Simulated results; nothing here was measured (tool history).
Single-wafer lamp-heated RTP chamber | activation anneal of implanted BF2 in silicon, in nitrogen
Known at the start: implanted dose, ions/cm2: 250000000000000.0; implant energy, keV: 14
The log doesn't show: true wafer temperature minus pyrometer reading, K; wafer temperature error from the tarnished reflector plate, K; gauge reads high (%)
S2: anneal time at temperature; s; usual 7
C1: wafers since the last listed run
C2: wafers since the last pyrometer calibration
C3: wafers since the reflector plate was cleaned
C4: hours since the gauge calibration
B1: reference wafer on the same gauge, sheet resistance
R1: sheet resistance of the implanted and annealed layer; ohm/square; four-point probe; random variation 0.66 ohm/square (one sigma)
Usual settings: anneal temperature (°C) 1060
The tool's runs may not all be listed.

{"run": 1, "hour": 0.0, "anneal temperature (°C)": 1050, "S2": 5, "C1": 0, "C2": 2022, "C3": 2475, "C4": 340.3, "B1": 386.98, "R1": 442.78}
{"hour": 20.5, "done": "reflector plate cleaned"}
{"run": 2, "hour": 21.0, "anneal temperature (°C)": 1050, "S2": 5, "C1": 271, "C2": 2294, "C3": 10, "C4": 361.3, "B1": 386.99, "R1": 441.85}
{"run": 3, "hour": 25.6, "anneal temperature (°C)": 1060, "S2": 7, "C1": 96, "C2": 2390, "C3": 106, "C4": 365.9, "B1": 387.03, "R1": 438.63}
{"run": 4, "hour": 42.7, "anneal temperature (°C)": 1060, "S2": 7, "C1": 356, "C2": 2747, "C3": 463, "C4": 383, "B1": 387.02, "R1": 438.86}
{"run": 5, "hour": 56.8, "anneal temperature (°C)": 1060, "S2": 7, "C1": 294, "C2": 3041, "C3": 757, "C4": 397.1, "B1": 387.01, "R1": 439.42}
{"run": 6, "hour": 65.8, "anneal temperature (°C)": 1060, "S2": 7, "C1": 187, "C2": 3229, "C3": 945, "C4": 406.1, "B1": 387.11, "R1": 439.82}
{"run": 7, "hour": 80.2, "anneal temperature (°C)": 1060, "S2": 7, "C1": 300, "C2": 3530, "C3": 1245, "C4": 420.5, "B1": 387.01, "R1": 439.2}
{"run": 8, "hour": 89.0, "anneal temperature (°C)": 1060, "S2": 7, "C1": 183, "C2": 3713, "C3": 1429, "C4": 429.3, "B1": 387.06, "R1": 438.73}
{"run": 9, "hour": 102.3, "anneal temperature (°C)": 1060, "S2": 7, "C1": 277, "C2": 3991, "C3": 1707, "C4": 442.6, "B1": 387, "R1": 438.25}
{"hour": 112.5, "done": "pyrometer window cleaned and pyrometer calibrated"}
{"run": 10, "hour": 113.0, "anneal temperature (°C)": 1060, "S2": 7, "C1": 56, "C2": 10, "C3": 1763, "C4": 453.3, "B1": 387.05, "R1": 439.01}
{"run": 11, "hour": 130.0, "anneal temperature (°C)": 1060, "S2": 7, "C1": 354, "C2": 365, "C3": 2118, "C4": 470.3, "B1": 387.03, "R1": 439.19}
{"hour": 136.6, "done": "gauge calibrated"}
{"run": 12, "hour": 145.8, "anneal temperature (°C)": 1060, "S2": 7, "C1": 329, "C2": 695, "C3": 2448, "C4": 9.2, "B1": 386.9, "R1": 438.65}
{"run": 13, "hour": 159.6, "anneal temperature (°C)": 1049, "S2": 5, "C1": 288, "C2": 983, "C3": 2736, "C4": 23, "B1": 387.03, "R1": 441.45}
{"run": 14, "hour": 172.5, "anneal temperature (°C)": 1035, "S2": 4, "C1": 269, "C2": 1252, "C3": 3005, "C4": 35.9, "B1": 386.99, "R1": 443.44}
{"hour": 183.1, "done": "reflector plate cleaned"}
{"run": 15, "hour": 190.4, "anneal temperature (°C)": 1060, "S2": 7, "C1": 206, "C2": 1459, "C3": 153, "C4": 53.8, "B1": 387.05, "R1": 438.98}
{"run": 16, "hour": 203.3, "anneal temperature (°C)": 1060, "S2": 3, "C1": 269, "C2": 1728, "C3": 422, "C4": 66.7, "B1": 387.1, "R1": 443.8}
{"run": 17, "hour": 249.3, "anneal temperature (°C)": 1035, "S2": 10, "C1": 960, "C2": 2689, "C3": 1382, "C4": 112.7, "B1": 387, "R1": 439.74}
{"hour": 297.0, "done": "pyrometer window cleaned and pyrometer calibrated"}
{"run": 18, "hour": 297.5, "anneal temperature (°C)": 1050, "S2": 11, "C1": 839, "C2": 10, "C3": 2221, "C4": 160.9, "B1": 386.96, "R1": 436.62}
{"run": 19, "hour": 307.5, "anneal temperature (°C)": 1080, "S2": 6, "C1": 208, "C2": 219, "C3": 2430, "C4": 170.9, "B1": 386.93, "R1": 438.04}
{"hour": 326.3, "done": "reflector plate cleaned"}
{"run": 20, "hour": 326.8, "anneal temperature (°C)": 1047, "S2": 7, "C1": 235, "C2": 455, "C3": 11, "C4": 190.2, "B1": 386.9, "R1": 440.57}
{"run": 21, "hour": 336.1, "anneal temperature (°C)": 1060, "S2": 7, "C1": 194, "C2": 649, "C3": 205, "C4": 199.5, "B1": 387.06, "R1": 439.15}
{"run": 22, "hour": 344.6, "anneal temperature (°C)": 1060, "S2": 11, "C1": 177, "C2": 826, "C3": 382, "C4": 208, "B1": 387.01, "R1": 434.37}
{"run": 23, "hour": 356.2, "anneal temperature (°C)": 1060, "S2": 7, "C1": 242, "C2": 1068, "C3": 624, "C4": 219.6, "B1": 387.01, "R1": 439.21}
{"run": 24, "hour": 409.4, "anneal temperature (°C)": 1060, "S2": 9, "C1": 1110, "C2": 2179, "C3": 1735, "C4": 272.8, "B1": 387.16, "R1": 436.93}

The tool's hidden state at each run:
true wafer temperature minus pyrometer reading, K: 0 in every run
wafer temperature error from the tarnished reflector plate, K: 0 in every run
gauge reads high (%): 0 in every run

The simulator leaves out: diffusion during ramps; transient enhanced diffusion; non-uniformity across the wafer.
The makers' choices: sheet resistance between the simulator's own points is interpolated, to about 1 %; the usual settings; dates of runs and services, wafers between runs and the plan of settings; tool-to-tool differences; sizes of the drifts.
